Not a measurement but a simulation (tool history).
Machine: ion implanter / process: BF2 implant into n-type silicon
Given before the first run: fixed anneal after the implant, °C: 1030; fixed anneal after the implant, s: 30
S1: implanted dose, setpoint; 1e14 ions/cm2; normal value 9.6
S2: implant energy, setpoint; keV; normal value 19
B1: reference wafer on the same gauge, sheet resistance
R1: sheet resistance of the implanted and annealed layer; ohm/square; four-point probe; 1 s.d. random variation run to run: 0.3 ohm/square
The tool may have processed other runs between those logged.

Run 1, hour 0: usual settings but S2 15.5 keV; B1 139.95. Result: R1 154.31 ohm/square.
Run 2, hour 97.1: usual settings; B1 140.01. Result: R1 146.87 ohm/square.
Run 3, hour 194.1: usual settings; B1 140.03. Result: R1 146.93 ohm/square.
Run 4, hour 283.8: usual settings; B1 139.97. Result: R1 146.7 ohm/square.
At hour 347.6: gauge calibrated.
Run 5, hour 367.4: usual settings but S1 10.45 1e14 ions/cm2; B1 140.02. Result: R1 140.32 ohm/square.
Run 6, hour 405.8: usual settings but S1 10.45 1e14 ions/cm2; B1 140.01. Result: R1 139.97 ohm/square.
Run 7, hour 451.2: usual settings; B1 140.05. Result: R1 146.71 ohm/square.
Run 8, hour 493.8: usual settings; B1 139.99. Result: R1 146.95 ohm/square.
Run 9, hour 583.2: usual settings but S1 11.03 1e14 ions/cm2; B1 140.07. Result: R1 136.14 ohm/square.
At hour 651.1: Faraday cup replaced and dose calibrated.
Run 10, hour 682.6: usual settings but S1 11.03 1e14 ions/cm2; B1 139.97. Result: R1 137.71 ohm/square.
Run 11, hour 742.8: usual settings but S1 11.03 1e14 ions/cm2; B1 140.05. Result: R1 138.09 ohm/square.
Run 12, hour 821.4: usual settings; B1 140.11. Result: R1 147.27 ohm/square.
Run 13, hour 887: usual settings; B1 140.02. Result: R1 147.89 ohm/square.
Run 14, hour 958.4: usual settings; B1 139.92. Result: R1 147.94 ohm/square.
Run 15, hour 1020.6: usual settings but S1 11.01 1e14 ions/cm2; B1 140.01. Result: R1 137.03 ohm/square.
Run 16, hour 1095.4: usual settings but S1 10.5 1e14 ions/cm2; B1 140. Result: R1 140.9 ohm/square.
Run 17, hour 1173.3: usual settings but S1 8.71 1e14 ions/cm2, S2 17 keV; B1 139.99. Result: R1 160.52 ohm/square.
Run 18, hour 1235.7: usual settings; B1 140.01. Result: R1 146.66 ohm/square.
Run 19, hour 1343.1: usual settings; B1 139.99. Result: R1 147.25 ohm/square.
Run 20, hour 1424.2: usual settings but S1 11.01 1e14 ions/cm2, S2 14 keV; B1 140.03. Result: R1 148.22 ohm/square.
Run 21, hour 1494.4: usual settings but S1 10.74 1e14 ions/cm2, S2 16.5 keV; B1 140.01. Result: R1 144.44 ohm/square.
Run 22, hour 1599.3: usual settings but S1 7.93 1e14 ions/cm2; B1 140. Result: R1 165.31 ohm/square.
Run 23, hour 1667: usual settings but S1 11.28 1e14 ions/cm2, S2 17.5 keV; B1 139.93. Result: R1 137.98 ohm/square.
At hour 1759.5: extraction supply calibrated.
Run 24, hour 1763.3: usual settings but S1 10.62 1e14 ions/cm2, S2 24 keV; B1 140.01. Result: R1 131.09 ohm/square.
Run 25, hour 1819.7: usual settings but S1 12.34 1e14 ions/cm2, S2 25 keV; B1 139.97. Result: R1 120.44 ohm/square.
Run 26, hour 1916.5: usual settings but S1 6.97 1e14 ions/cm2, S2 14.5 keV; B1 139.99. Result: R1 190.68 ohm/square.
Run 27, hour 1987.1: usual settings but S1 6.95 1e14 ions/cm2, S2 14.5 keV; B1 140.06. Result: R1 190.34 ohm/square.
Run 28, hour 2027.7: usual settings but S1 12.34 1e14 ions/cm2, S2 25 keV; B1 140. Result: R1 120.64 ohm/square.
Run 29, hour 2091.2: usual settings but S1 8.3 1e14 ions/cm2, S2 23.5 keV; B1 139.92. Result: R1 152.3 ohm/square.
Run 30, hour 2188.2: usual settings but S1 12.34 1e14 ions/cm2, S2 25 keV; B1 140. Result: R1 120.19 ohm/square.
Run 31, hour 2227.9: usual settings; B1 139.89. Result: R1 146.62 ohm/square.
Run 32, hour 2306: usual settings; B1 139.97. Result: R1 146.68 ohm/square.
Run 33, hour 2343.9: usual settings but S1 12.36 1e14 ions/cm2, S2 16 keV; B1 140. Result: R1 136.35 ohm/square.
Run 34, hour 2419.7: usual settings but S1 7.04 1e14 ions/cm2, S2 25 keV; B1 140.01. Result: R1 170.04 ohm/square.
Run 35, hour 2463.2: usual settings; B1 139.98. Result: R1 145.7 ohm/square.
At hour 2509.5: Faraday cup replaced and dose calibrated.
Run 36, hour 2539.6: usual settings but S1 6.94 1e14 ions/cm2; B1 139.99. Result: R1 182.95 ohm/square.

Branching from run 36: 5 alternative next runs. What would each branch give?
Run A, hour 2540: usual settings; B1 ?. Result: R1 ?.
Run B, hour 2540: usual settings but S1 12.29 1e14 ions/cm2, S2 16.5 keV; B1 ?. Result: R1 ?.
Run C, hour 2540: usual settings but S1 7.36 1e14 ions/cm2, S2 15.5 keV; B1 ?. Result: R1 ?.
Run D, hour 2540: usual settings but S1 12.17 1e14 ions/cm2, S2 22.5 keV; B1 ?. Result: R1 ?.
Run E, hour 2540: usual settings but S1 8.09 1e14 ions/cm2, S2 21 keV; B1 ?. Result: R1 ?.

run   B1      R1
  A  140  148.32
  B  140   136.7
  C  140  183.01
  D  140  125.97
  E  140  161.24
Without the tool's hidden state the same runs would have given:
run      R1
  A  148.23
  B  136.65
  C  182.89
  D  125.91
  E  161.12

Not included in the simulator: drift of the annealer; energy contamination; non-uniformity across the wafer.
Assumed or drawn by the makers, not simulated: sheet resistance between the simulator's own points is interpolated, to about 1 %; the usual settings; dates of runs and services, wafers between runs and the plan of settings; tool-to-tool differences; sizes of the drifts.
